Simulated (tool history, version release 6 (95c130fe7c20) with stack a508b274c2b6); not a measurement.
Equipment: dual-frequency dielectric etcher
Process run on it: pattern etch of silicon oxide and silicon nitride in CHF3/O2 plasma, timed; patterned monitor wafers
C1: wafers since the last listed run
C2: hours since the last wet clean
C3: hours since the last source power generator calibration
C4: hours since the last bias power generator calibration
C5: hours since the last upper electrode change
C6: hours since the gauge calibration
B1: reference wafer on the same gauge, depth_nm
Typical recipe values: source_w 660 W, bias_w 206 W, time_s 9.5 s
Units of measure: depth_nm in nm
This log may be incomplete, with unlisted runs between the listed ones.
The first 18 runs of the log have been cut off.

run 19 day=16.988 | source_w=660 bias_w=206 time_s=9.5 | C1=368 C2=244.1 C3=86.9 C4=79.5 C5=90.1 C6=38.4 | B1=13.60 | depth_nm=15.98
run 20 day=17.633 | source_w=660 bias_w=206 time_s=9.5 | C1=186 C2=259.6 C3=102.4 C4=95.0 C5=105.6 C6=53.9 | B1=13.60 | depth_nm=16.00
run 21 day=19.004 | source_w=660 bias_w=206 time_s=9.5 | C1=394 C2=292.5 C3=135.3 C4=127.9 C5=138.5 C6=86.8 | B1=13.60 | depth_nm=15.97
run 22 day=19.792 | source_w=660 bias_w=235 time_s=10.5 | C1=226 C2=311.4 C3=154.2 C4=146.8 C5=157.4 C6=105.7 | B1=13.60 | depth_nm=18.14
run 23 day=20.500 | source_w=660 bias_w=180 time_s=11.5 | C1=204 C2=328.4 C3=171.2 C4=163.8 C5=174.4 C6=122.7 | B1=13.60 | depth_nm=18.89
run 24 day=21.338 | source_w=660 bias_w=206 time_s=9.5 | C1=241 C2=348.5 C3=191.3 C4=183.9 C5=194.5 C6=142.8 | B1=13.61 | depth_nm=16.00
run 25 day=22.608 | source_w=800 bias_w=206 time_s=9.5 | C1=366 C2=379.0 C3=221.8 C4=214.4 C5=225.0 C6=173.3 | B1=13.60 | depth_nm=17.30
run 26 day=23.625 | source_w=700 bias_w=183 time_s=7.0 | C1=292 C2=403.4 C3=246.2 C4=238.8 C5=249.4 C6=197.7 | B1=13.60 | depth_nm=11.83
run 27 day=24.458 | source_w=800 bias_w=206 time_s=8.0 | C1=240 C2=423.4 C3=266.2 C4=258.8 C5=269.4 C6=217.7 | B1=13.60 | depth_nm=14.55
run 28 day=25.746 | source_w=660 bias_w=206 time_s=12.0 | C1=370 C2=454.3 C3=297.1 C4=289.7 C5=300.3 C6=248.6 | B1=13.60 | depth_nm=20.25
run 29 day=26.367 | source_w=660 bias_w=206 time_s=9.5 | C1=178 C2=469.2 C3=312.0 C4=304.6 C5=315.2 C6=263.5 | B1=13.60 | depth_nm=16.02
run 30 day=27.762 | source_w=660 bias_w=206 time_s=9.5 | C1=402 C2=502.7 C3=345.5 C4=338.1 C5=348.7 C6=297.0 | B1=13.60 | depth_nm=16.03
-- day=28.912 wet clean of the chamber
run 31 day=28.933 | source_w=780 bias_w=225 time_s=12.5 | C1=49 C2=0.5 C3=373.6 C4=366.2 C5=376.8 C6=325.1 | B1=13.60 | depth_nm=22.81

Alternative continuations, all from the tool just after run 31; predict every row:
run A day=28.950 | source_w=660 bias_w=256 time_s=9.5 | C1=4 C2=0.9 C3=374.0 C4=366.6 C5=377.2 C6=325.5 | B1=? | depth_nm=?
run B day=28.950 | source_w=660 bias_w=238 time_s=9.5 | C1=4 C2=0.9 C3=374.0 C4=366.6 C5=377.2 C6=325.5 | B1=? | depth_nm=?
run C day=28.950 | source_w=660 bias_w=206 time_s=11.5 | C1=4 C2=0.9 C3=374.0 C4=366.6 C5=377.2 C6=325.5 | B1=? | depth_nm=?

run=A B1=13.60 depth_nm=16.69
run=B B1=13.60 depth_nm=16.43
run=C B1=13.60 depth_nm=19.31
With no hidden state in the tool, these same runs would have given:
run=A depth_nm=16.65
run=B depth_nm=16.39
run=C depth_nm=19.27
